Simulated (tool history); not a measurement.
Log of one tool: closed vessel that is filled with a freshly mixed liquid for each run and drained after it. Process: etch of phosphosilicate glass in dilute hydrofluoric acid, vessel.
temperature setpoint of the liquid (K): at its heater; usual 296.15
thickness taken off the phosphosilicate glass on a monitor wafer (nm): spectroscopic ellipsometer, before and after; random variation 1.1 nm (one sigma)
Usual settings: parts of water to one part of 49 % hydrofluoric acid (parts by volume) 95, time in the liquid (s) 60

run   hour  temperature setpoint of the liquid (K)  parts of water to one part of 49 % hydrofluoric acid (parts by volume)  time in the liquid (s)  wafers since the last listed run  hours since the thermometer was replaced  hours since the hydrofluoric acid flow meter was replaced  hours since the gauge calibration  read-back film thickness of the phosphosilicate glass reference wafer, read on the same gauge (nm)  thickness taken off the phosphosilicate glass on a monitor wafer (nm)
  1      0                                  296.15                                                                      95                      60                                 0                                     626.9                                                        143                              632.3                                                                                               89.97                                                                 135.19
  2   71.4                                  296.15                                                                      80                      50                              5681                                     698.3                                                      214.4                              703.7                                                                                               89.97                                                                 139.86
  3  139.3                                  296.15                                                                      80                      50                              5402                                     766.2                                                      282.3                              771.6                                                                                               89.97                                                                 138.97
  4  229.2                                  296.15                                                                      80                      50                              7153                                     856.1                                                      372.2                              861.5                                                                                               89.98                                                                 142.98
  5    297                                  293.15                                                                      95                      60                              5395                                     923.9                                                        440                              929.3                                                                                               90.03                                                                 128.93
  6  393.3                                  293.15                                                                      95                      60                              7662                                    1020.2                                                      536.3                             1025.6                                                                                               89.99                                                                 128.07
  7  442.9                                  296.15                                                                      95                      60                              3946                                    1069.8                                                      585.9                             1075.2                                                                                               89.99                                                                 148.21
       513  -- hydrofluoric acid flow meter replaced
     513.8  -- thermometer replaced
  8  537.2                                  296.15                                                                      95                      60                              7360                                      23.4                                                       24.2                             1169.5                                                                                               89.99                                                                 126.67
  9    634                                  298.15                                                                     125                      70                              7702                                     120.2                                                        121                             1266.3                                                                                               89.99                                                                 120.08
 10  729.5                                  296.15                                                                      95                      50                              7599                                     215.7                                                      216.5                             1361.8                                                                                               90.04                                                                  108.3

The next listed run, before its measurement:
     765.6  -- gauge calibrated
 11  810.5                                  296.15                                                                      70                      85                              6445                                     296.7                                                      297.5                               44.9                                                                                                   ?                                                                      ?

read-back film thickness of the phosphosilicate glass reference wafer, read on the same gauge (nm): 90
thickness taken off the phosphosilicate glass on a monitor wafer (nm): 265.2
Without the tool's hidden state the same run would have given thickness taken off the phosphosilicate glass on a monitor wafer (nm) 247.21.

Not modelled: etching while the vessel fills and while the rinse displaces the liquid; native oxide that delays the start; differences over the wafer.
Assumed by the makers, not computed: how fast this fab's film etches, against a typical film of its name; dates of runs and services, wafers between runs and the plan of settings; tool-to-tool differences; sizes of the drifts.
